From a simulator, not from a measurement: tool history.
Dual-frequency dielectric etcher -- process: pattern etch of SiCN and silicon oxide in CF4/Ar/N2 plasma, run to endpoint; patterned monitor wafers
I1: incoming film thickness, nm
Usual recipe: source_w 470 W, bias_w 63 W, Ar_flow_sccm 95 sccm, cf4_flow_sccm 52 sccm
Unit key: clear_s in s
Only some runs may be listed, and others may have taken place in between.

{"run": 1, "hour": 0.0, "source_w": 470, "bias_w": 63, "Ar_flow_sccm": 95, "cf4_flow_sccm": 52, "I1": 14.58, "clear_s": 16.8}
{"run": 2, "hour": 10.3, "source_w": 470, "bias_w": 63, "Ar_flow_sccm": 95, "cf4_flow_sccm": 52, "I1": 14.52, "clear_s": 16.6}
{"hour": 61.9, "done": "Ar flow controller replaced"}
{"run": 3, "hour": 62.4, "source_w": 470, "bias_w": 63, "Ar_flow_sccm": 95, "cf4_flow_sccm": 52, "I1": 14.49, "clear_s": 16.7}
{"run": 4, "hour": 66.2, "source_w": 540, "bias_w": 63, "Ar_flow_sccm": 114, "cf4_flow_sccm": 58, "I1": 14.61, "clear_s": 15.3}
{"run": 5, "hour": 79.9, "source_w": 570, "bias_w": 58, "Ar_flow_sccm": 74, "cf4_flow_sccm": 41, "I1": 14.49, "clear_s": 13.7}
{"run": 6, "hour": 95.5, "source_w": 510, "bias_w": 63, "Ar_flow_sccm": 112, "cf4_flow_sccm": 43, "I1": 14.34, "clear_s": 16.4}
{"hour": 100.7, "done": "source power generator calibrated"}
{"run": 7, "hour": 104.5, "source_w": 470, "bias_w": 63, "Ar_flow_sccm": 95, "cf4_flow_sccm": 52, "I1": 14.6, "clear_s": 16.4}
{"run": 8, "hour": 112.4, "source_w": 540, "bias_w": 63, "Ar_flow_sccm": 114, "cf4_flow_sccm": 58, "I1": 14.49, "clear_s": 15.1}
{"hour": 139.0, "done": "upper electrode replaced"}
{"run": 9, "hour": 139.5, "source_w": 470, "bias_w": 53, "Ar_flow_sccm": 77, "cf4_flow_sccm": 52, "I1": 14.59, "clear_s": 16.5}
{"run": 10, "hour": 139.8, "source_w": 470, "bias_w": 63, "Ar_flow_sccm": 95, "cf4_flow_sccm": 52, "I1": 14.57, "clear_s": 16.6}
{"run": 11, "hour": 140.1, "source_w": 440, "bias_w": 51, "Ar_flow_sccm": 106, "cf4_flow_sccm": 52, "I1": 14.51, "clear_s": 19.1}
{"run": 12, "hour": 147.0, "source_w": 470, "bias_w": 48, "Ar_flow_sccm": 95, "cf4_flow_sccm": 52, "I1": 14.68, "clear_s": 17.9}
{"run": 13, "hour": 161.6, "source_w": 380, "bias_w": 68, "Ar_flow_sccm": 82, "cf4_flow_sccm": 52, "I1": 14.59, "clear_s": 18.9}
{"run": 14, "hour": 176.6, "source_w": 470, "bias_w": 71, "Ar_flow_sccm": 108, "cf4_flow_sccm": 52, "I1": 14.48, "clear_s": 16.2}
{"run": 15, "hour": 187.6, "source_w": 470, "bias_w": 63, "Ar_flow_sccm": 95, "cf4_flow_sccm": 52, "I1": 14.57, "clear_s": 16.6}
{"run": 16, "hour": 199.4, "source_w": 470, "bias_w": 53, "Ar_flow_sccm": 95, "cf4_flow_sccm": 49, "I1": 14.57, "clear_s": 17.7}
{"run": 17, "hour": 207.4, "source_w": 470, "bias_w": 63, "Ar_flow_sccm": 85, "cf4_flow_sccm": 64, "I1": 14.68, "clear_s": 15.9}
{"run": 18, "hour": 220.4, "source_w": 530, "bias_w": 63, "Ar_flow_sccm": 95, "cf4_flow_sccm": 52, "I1": 14.58, "clear_s": 14.9}
{"run": 19, "hour": 228.3, "source_w": 470, "bias_w": 63, "Ar_flow_sccm": 111, "cf4_flow_sccm": 52, "I1": 14.69, "clear_s": 17.2}
{"run": 20, "hour": 246.1, "source_w": 470, "bias_w": 50, "Ar_flow_sccm": 103, "cf4_flow_sccm": 42, "I1": 14.54, "clear_s": 18.3}
{"run": 21, "hour": 261.1, "source_w": 550, "bias_w": 76, "Ar_flow_sccm": 106, "cf4_flow_sccm": 47, "I1": 14.63, "clear_s": 14.0}
{"run": 22, "hour": 278.7, "source_w": 470, "bias_w": 63, "Ar_flow_sccm": 110, "cf4_flow_sccm": 52, "I1": 14.54, "clear_s": 16.9}
{"run": 23, "hour": 289.7, "source_w": 530, "bias_w": 68, "Ar_flow_sccm": 104, "cf4_flow_sccm": 48, "I1": 14.71, "clear_s": 15.0}
{"run": 24, "hour": 295.7, "source_w": 470, "bias_w": 63, "Ar_flow_sccm": 95, "cf4_flow_sccm": 52, "I1": 14.53, "clear_s": 16.1}

What the log doesn't show, run by run:
source power that arrives over what is set, %: 0 across all the runs
bias power that arrives over what is set, %: 0 across all the runs
Ar flow that arrives over what is set, %: 0 across all the runs
CF4 flow that arrives over what is set, %: 0 across all the runs
H1: etch rate over this chamber's usual, %
run=1 H1=0.534
run=2 H1=0.638
run=3 H1=1.16
run=4 H1=1.2
run=5 H1=1.34
run=6 H1=1.5
run=7 H1=1.59
run=8 H1=1.67
run=9 H1=1.94
run=10 H1=1.95
run=11 H1=1.95
run=12 H1=2.02
run=13 H1=2.17
run=14 H1=2.32
run=15 H1=2.43
run=16 H1=2.55
run=17 H1=2.63
run=18 H1=2.76
run=19 H1=2.84
run=20 H1=3.02
run=21 H1=3.17
run=22 H1=3.35
run=23 H1=3.46
run=24 H1=3.52
